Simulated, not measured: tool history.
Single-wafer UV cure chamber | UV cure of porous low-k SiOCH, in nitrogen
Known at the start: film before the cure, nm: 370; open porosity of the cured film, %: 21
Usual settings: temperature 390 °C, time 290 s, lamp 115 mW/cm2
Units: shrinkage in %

| run | hour | temperature | time | lamp | wafers since the last listed run | hours since the UV bulbs were replaced | wafers since the quartz window was cleaned | shrinkage |
|---|---|---|---|---|---|---|---|---|
| 1 | 0 | 390 | 290 | 115 | 0 | 596.2 | 1695 | 14.414 |
| 2 | 25.6 | 390 | 290 | 115 | 218 | 621.8 | 1913 | 14.068 |
|  | 39.8 | quartz window cleaned |
| 3 | 67.2 | 390 | 220 | 85 | 286 | 663.4 | 233 | 11.698 |
| 4 | 123.5 | 390 | 290 | 128 | 479 | 719.7 | 712 | 15.212 |
| 5 | 151.9 | 390 | 290 | 128 | 241 | 748.1 | 954 | 15.028 |
| 6 | 201.9 | 390 | 290 | 115 | 425 | 798.1 | 1380 | 14.294 |
| 7 | 237.3 | 390 | 290 | 115 | 301 | 833.5 | 1682 | 14.301 |
|  | 283.6 | quartz window cleaned |
| 8 | 301.7 | 390 | 290 | 115 | 480 | 897.9 | 154 | 13.821 |
| 9 | 362.6 | 390 | 290 | 83 | 518 | 958.8 | 672 | 11.89 |
| 10 | 431.3 | 390 | 290 | 83 | 585 | 1027.5 | 1258 | 11.628 |
| 11 | 457 | 390 | 390 | 115 | 218 | 1053.2 | 1477 | 14.784 |
| 12 | 517.7 | 390 | 290 | 115 | 517 | 1113.9 | 1994 | 13.223 |
|  | 548.6 | quartz window cleaned, repeated, since the last time left the tool worse |
| 13 | 555.7 | 390 | 290 | 103 | 255 | 1151.9 | 60 | 13.96 |
|  | 683.9 | UV bulbs replaced |
| 14 | 744.7 | 390 | 290 | 115 | 1541 | 60.8 | 1602 | 14.261 |
| 15 | 780.3 | 371 | 170 | 98 | 303 | 96.4 | 1905 | 10.513 |
|  | 835 | quartz window cleaned |
| 16 | 835.5 | 390 | 290 | 115 | 402 | 151.6 | 4 | 14.591 |
| 17 | 897 | 390 | 370 | 115 | 523 | 213.1 | 528 | 15.807 |
| 18 | 956.2 | 406 | 290 | 90 | 504 | 272.3 | 1032 | 13.535 |
| 19 | 1006.5 | 381 | 445 | 102 | 428 | 322.6 | 1461 | 15.839 |
| 20 | 1036.6 | 406 | 225 | 127 | 256 | 352.7 | 1717 | 13.675 |
|  | 1123.4 | quartz window cleaned |
| 21 | 1249.7 | 390 | 290 | 115 | 1747 | 565.8 | 1076 | 14.415 |
| 22 | 1315 | 390 | 290 | 134 | 556 | 631.1 | 1632 | 15.221 |

The same runs without the tool's hidden state, with the same run-to-run variation:
The hidden state here: lamp output below its setpoint, %; transmission lost against a clean window, %.
| run | shrinkage |
|---|---|
| 1 | 14.805 |
| 2 | 14.501 |
| 3 | 11.752 |
| 4 | 15.378 |
| 5 | 15.247 |
| 6 | 14.606 |
| 7 | 14.682 |
| 8 | 14.831 |
| 9 | 12.984 |
| 10 | 12.86 |
| 11 | 16.158 |
| 12 | 14.717 |
| 13 | 13.999 |
| 14 | 14.66 |
| 15 | 10.951 |
| 16 | 14.649 |
| 17 | 15.984 |
| 18 | 13.818 |
| 19 | 16.234 |
| 20 | 14.112 |
| 21 | 14.666 |
| 22 | 15.606 |
